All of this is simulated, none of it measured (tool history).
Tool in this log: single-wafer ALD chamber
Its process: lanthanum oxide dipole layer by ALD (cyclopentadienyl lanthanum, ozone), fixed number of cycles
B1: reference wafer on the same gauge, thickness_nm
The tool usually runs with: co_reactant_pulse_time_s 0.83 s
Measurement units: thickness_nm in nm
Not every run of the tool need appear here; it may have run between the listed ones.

run 1 hour=0 | co_reactant_pulse_time_s=0.83 | B1=0.536 | thickness_nm=0.461
run 2 hour=12.1 | co_reactant_pulse_time_s=0.83 | B1=0.536 | thickness_nm=0.458
run 3 hour=29.3 | co_reactant_pulse_time_s=0.83 | B1=0.536 | thickness_nm=0.46
run 4 hour=50.6 | co_reactant_pulse_time_s=0.83 | B1=0.536 | thickness_nm=0.458
run 5 hour=75 | co_reactant_pulse_time_s=0.83 | B1=0.536 | thickness_nm=0.459
run 6 hour=103.3 | co_reactant_pulse_time_s=0.83 | B1=0.536 | thickness_nm=0.457
run 7 hour=137.5 | co_reactant_pulse_time_s=0.83 | B1=0.536 | thickness_nm=0.456
-- hour=138.8 gauge calibrated
-- hour=194.1 thermocouple changed; heater temperature recalibrated
-- hour=233.9 showerhead replaced
-- hour=237 ozone generator serviced
run 8 hour=237.5 | co_reactant_pulse_time_s=0.59 | B1=0.536 | thickness_nm=0.458
run 9 hour=250.3 | co_reactant_pulse_time_s=0.83 | B1=0.536 | thickness_nm=0.502
run 10 hour=274.6 | co_reactant_pulse_time_s=1.15 | B1=0.536 | thickness_nm=0.544
run 11 hour=288.2 | co_reactant_pulse_time_s=1.1 | B1=0.536 | thickness_nm=0.539
run 12 hour=301.3 | co_reactant_pulse_time_s=0.99 | B1=0.536 | thickness_nm=0.525
run 13 hour=333.4 | co_reactant_pulse_time_s=0.83 | B1=0.535 | thickness_nm=0.502
run 14 hour=347.3 | co_reactant_pulse_time_s=0.96 | B1=0.536 | thickness_nm=0.522
run 15 hour=361.8 | co_reactant_pulse_time_s=0.51 | B1=0.536 | thickness_nm=0.433
run 16 hour=393 | co_reactant_pulse_time_s=1.06 | B1=0.537 | thickness_nm=0.531
run 17 hour=419.1 | co_reactant_pulse_time_s=1.1 | B1=0.536 | thickness_nm=0.538
run 18 hour=431.1 | co_reactant_pulse_time_s=0.54 | B1=0.536 | thickness_nm=0.439
-- hour=437.4 gauge calibrated
run 19 hour=450 | co_reactant_pulse_time_s=0.52 | B1=0.536 | thickness_nm=0.433

Below, each run's measurement less what the same run would have read without the hidden state. Both values contain the same run-to-run variation, but the gauge's scatter may not be the same in both:
Hidden conditions of the tool in this case: wafer temperature above the value expected at the setpoint (K); ozone dose above that of a generator just serviced (%); gauge reads high (%).
run=1 thickness_nm=-0.045
run=2 thickness_nm=-0.046
run=3 thickness_nm=-0.046
run=4 thickness_nm=-0.047
run=5 thickness_nm=-0.049
run=6 thickness_nm=-0.049
run=7 thickness_nm=-0.051
run=8 thickness_nm=-0.002
run=9 thickness_nm=-0.003
run=10 thickness_nm=-0.003
run=11 thickness_nm=-0.002
run=12 thickness_nm=-0.003
run=13 thickness_nm=-0.005
run=14 thickness_nm=-0.004
run=15 thickness_nm=-0.006
run=16 thickness_nm=-0.006
run=17 thickness_nm=-0.007
run=18 thickness_nm=-0.009
run=19 thickness_nm=-0.009
